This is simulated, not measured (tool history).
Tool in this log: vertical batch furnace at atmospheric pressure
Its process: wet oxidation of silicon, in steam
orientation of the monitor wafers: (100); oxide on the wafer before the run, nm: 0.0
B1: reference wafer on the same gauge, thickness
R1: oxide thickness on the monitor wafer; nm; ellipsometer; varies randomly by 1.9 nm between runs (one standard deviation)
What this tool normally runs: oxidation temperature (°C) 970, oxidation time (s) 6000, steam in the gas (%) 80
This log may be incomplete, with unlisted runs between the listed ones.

Run 1, day 0.000: usual settings; B1 358.31. Result: R1 376.44 nm.
Run 2, day 2.667: usual settings; B1 357.03. Result: R1 374.89 nm.
Run 3, day 4.125: usual settings; B1 356.41. Result: R1 371.87 nm.
Run 4, day 6.529: usual settings; B1 355.34. Result: R1 372.24 nm.
Run 5, day 8.012: usual settings; B1 355.10. Result: R1 374.25 nm.
Run 6, day 10.350: usual settings; B1 354.33. Result: R1 372.82 nm.
Run 7, day 11.425: usual settings; B1 353.95. Result: R1 374.05 nm.
Run 8, day 13.742: usual settings; B1 352.74. Result: R1 374.68 nm.
Run 9, day 16.121: usual settings; B1 352.12. Result: R1 369.89 nm.
Run 10, day 18.296: usual settings; B1 351.66. Result: R1 370.40 nm.
Run 11, day 19.471: usual settings; B1 351.65. Result: R1 367.29 nm.
Run 12, day 22.379: usual settings; B1 350.83. Result: R1 371.40 nm.
Run 13, day 24.929: usual settings; B1 351.04. Result: R1 369.68 nm.
Run 14, day 26.329: usual settings; B1 350.37. Result: R1 371.04 nm.
Run 15, day 27.758: usual settings but oxidation time (s) 7500, steam in the gas (%) 73; B1 350.46. Result: R1 402.58 nm.
Run 16, day 29.183: usual settings but oxidation temperature (°C) 994, oxidation time (s) 8730, steam in the gas (%) 74; B1 350.20. Result: R1 533.80 nm.
Run 17, day 30.246: usual settings but oxidation temperature (°C) 988, oxidation time (s) 3210, steam in the gas (%) 89; B1 350.20. Result: R1 291.92 nm.
Run 18, day 32.158: usual settings; B1 350.35. Result: R1 367.63 nm.
At day 33.212: steam generator serviced.
Run 19, day 34.208: usual settings; B1 349.68. Result: R1 368.06 nm.
At day 35.296: thermocouples replaced and temperature profile calibrated.
Run 20, day 36.717: usual settings; B1 349.60. Result: R1 369.62 nm.
At day 36.983: gauge calibrated.
Run 21, day 38.771: usual settings but oxidation temperature (°C) 945; B1 362.41. Result: R1 307.81 nm.
Run 22, day 41.033: usual settings; B1 360.39. Result: R1 378.55 nm.
Run 23, day 42.204: usual settings but oxidation temperature (°C) 952, oxidation time (s) 4110, steam in the gas (%) 85; B1 359.65. Result: R1 254.63 nm.
Run 24, day 43.829: usual settings but oxidation temperature (°C) 981, oxidation time (s) 8670; B1 358.50. Result: R1 528.28 nm.
Run 25, day 45.808: usual settings but oxidation time (s) 6840; B1 357.00. Result: R1 412.11 nm.
Run 26, day 47.383: usual settings; B1 356.08. Result: R1 374.27 nm.
Run 27, day 49.288: usual settings but oxidation temperature (°C) 950, oxidation time (s) 3810, steam in the gas (%) 86; B1 355.35. Result: R1 234.30 nm.
Run 28, day 52.129: usual settings but oxidation time (s) 3750; B1 354.00. Result: R1 264.57 nm.
Run 29, day 53.154: usual settings; B1 353.89. Result: R1 374.26 nm.

3 ways to go on from here, each from the tool as it stands after run 29. What would each give?
Run A, day 53.379: usual settings but oxidation time (s) 4380; B1 ?. Result: R1 ?.
Run B, day 53.379: usual settings but steam in the gas (%) 83; B1 ?. Result: R1 ?.
Run C, day 53.379: usual settings but oxidation time (s) 6930, steam in the gas (%) 74; B1 ?. Result: R1 ?.

run      B1      R1
  A  353.03  297.85
  B  353.03  384.85
  C  353.03  392.97
With the hidden condition removed and each run's random variation left untouched, the same runs would have given:
run      R1
  A  308.33
  B  398.40
  C  406.80

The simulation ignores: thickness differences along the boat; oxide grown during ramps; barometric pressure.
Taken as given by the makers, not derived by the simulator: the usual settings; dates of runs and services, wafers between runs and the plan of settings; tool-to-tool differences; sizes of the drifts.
